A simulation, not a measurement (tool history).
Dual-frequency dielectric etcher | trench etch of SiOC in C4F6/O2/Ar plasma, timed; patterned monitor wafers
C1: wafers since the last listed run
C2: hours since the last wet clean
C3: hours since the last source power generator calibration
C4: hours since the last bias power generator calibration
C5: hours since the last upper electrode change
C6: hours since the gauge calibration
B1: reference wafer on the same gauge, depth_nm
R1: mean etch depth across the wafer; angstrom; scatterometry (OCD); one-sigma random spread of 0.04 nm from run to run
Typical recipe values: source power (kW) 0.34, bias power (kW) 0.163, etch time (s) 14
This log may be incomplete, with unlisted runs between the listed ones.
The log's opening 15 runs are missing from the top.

run 16 hour=256.7 | source_power_(kW)=0.36 bias_power_(kW)=0.123 etch_time_(s)=14 | C1=593 C2=376.1 C3=1902.7 C4=2578.3 C5=2990.5 C6=464.3 | B1=29.42 | R1=257
run 17 hour=269.5 | source_power_(kW)=0.34 bias_power_(kW)=0.163 etch_time_(s)=14 | C1=144 C2=388.9 C3=1915.5 C4=2591.1 C5=3003.3 C6=477.1 | B1=29.4 | R1=272.7
-- hour=279.9 source power generator calibrated
run 18 hour=282.5 | source_power_(kW)=0.34 bias_power_(kW)=0.163 etch_time_(s)=14 | C1=101 C2=401.9 C3=2.6 C4=2604.1 C5=3016.3 C6=490.1 | B1=29.39 | R1=266.7
-- hour=293.8 bias power generator calibrated
-- hour=316.1 wet clean of the chamber
run 19 hour=316.6 | source_power_(kW)=0.34 bias_power_(kW)=0.163 etch_time_(s)=11 | C1=88 C2=0.5 C3=36.7 C4=22.8 C5=3050.4 C6=524.2 | B1=29.41 | R1=206.9
run 20 hour=316.9 | source_power_(kW)=0.34 bias_power_(kW)=0.174 etch_time_(s)=14 | C1=3 C2=0.8 C3=37 C4=23.1 C5=3050.7 C6=524.5 | B1=29.4 | R1=269.5
run 21 hour=317.2 | source_power_(kW)=0.37 bias_power_(kW)=0.163 etch_time_(s)=14 | C1=3 C2=1.1 C3=37.3 C4=23.4 C5=3051 C6=524.8 | B1=29.4 | R1=272.7
-- hour=333.2 gauge calibrated
-- hour=343.1 upper electrode replaced
run 22 hour=343.6 | source_power_(kW)=0.42 bias_power_(kW)=0.142 etch_time_(s)=12.5 | C1=27 C2=27.5 C3=63.7 C4=49.8 C5=0.5 C6=10.4 | B1=29.4 | R1=247.5
run 23 hour=343.9 | source_power_(kW)=0.34 bias_power_(kW)=0.163 etch_time_(s)=14 | C1=3 C2=27.8 C3=64 C4=50.1 C5=0.8 C6=10.7 | B1=29.4 | R1=264.3
run 24 hour=370.8 | source_power_(kW)=0.34 bias_power_(kW)=0.163 etch_time_(s)=14 | C1=303 C2=54.7 C3=90.9 C4=77 C5=27.7 C6=37.6 | B1=29.4 | R1=264.6
run 25 hour=405.7 | source_power_(kW)=0.34 bias_power_(kW)=0.198 etch_time_(s)=10.5 | C1=393 C2=89.6 C3=125.8 C4=111.9 C5=62.6 C6=72.5 | B1=29.41 | R1=211.4
run 26 hour=412.3 | source_power_(kW)=0.4 bias_power_(kW)=0.192 etch_time_(s)=14 | C1=74 C2=96.2 C3=132.4 C4=118.5 C5=69.2 C6=79.1 | B1=29.4 | R1=297.4
run 27 hour=419 | source_power_(kW)=0.34 bias_power_(kW)=0.163 etch_time_(s)=14 | C1=75 C2=102.9 C3=139.1 C4=125.2 C5=75.9 C6=85.8 | B1=29.41 | R1=265.6
run 28 hour=432.6 | source_power_(kW)=0.34 bias_power_(kW)=0.163 etch_time_(s)=14 | C1=153 C2=116.5 C3=152.7 C4=138.8 C5=89.5 C6=99.4 | B1=29.39 | R1=265.7
run 29 hour=439.5 | source_power_(kW)=0.34 bias_power_(kW)=0.163 etch_time_(s)=12 | C1=77 C2=123.4 C3=159.6 C4=145.7 C5=96.4 C6=106.3 | B1=29.37 | R1=227.8
run 30 hour=455.9 | source_power_(kW)=0.34 bias_power_(kW)=0.163 etch_time_(s)=14 | C1=185 C2=139.8 C3=176 C4=162.1 C5=112.8 C6=122.7 | B1=29.42 | R1=265.8
run 31 hour=466.9 | source_power_(kW)=0.34 bias_power_(kW)=0.163 etch_time_(s)=14 | C1=124 C2=150.8 C3=187 C4=173.1 C5=123.8 C6=133.7 | B1=29.41 | R1=266.1

Predict each of these 3 candidate next runs independently; none follows another, all start after run 31:
run A hour=467.3 | source_power_(kW)=0.34 bias_power_(kW)=0.163 etch_time_(s)=16.5 | C1=4 C2=151.2 C3=187.4 C4=173.5 C5=124.2 C6=134.1 | B1=? | R1=?
run B hour=467.3 | source_power_(kW)=0.29 bias_power_(kW)=0.202 etch_time_(s)=12.5 | C1=4 C2=151.2 C3=187.4 C4=173.5 C5=124.2 C6=134.1 | B1=? | R1=?
run C hour=467.3 | source_power_(kW)=0.4 bias_power_(kW)=0.163 etch_time_(s)=14 | C1=4 C2=151.2 C3=187.4 C4=173.5 C5=124.2 C6=134.1 | B1=? | R1=?

run=A B1=29.41 R1=313.7
run=B B1=29.41 R1=238.3
run=C B1=29.41 R1=284.5
Stripped of hidden state, with their random variation kept, the same runs would have yielded:
run=A R1=310.9
run=B R1=236.2
run=C R1=281.9

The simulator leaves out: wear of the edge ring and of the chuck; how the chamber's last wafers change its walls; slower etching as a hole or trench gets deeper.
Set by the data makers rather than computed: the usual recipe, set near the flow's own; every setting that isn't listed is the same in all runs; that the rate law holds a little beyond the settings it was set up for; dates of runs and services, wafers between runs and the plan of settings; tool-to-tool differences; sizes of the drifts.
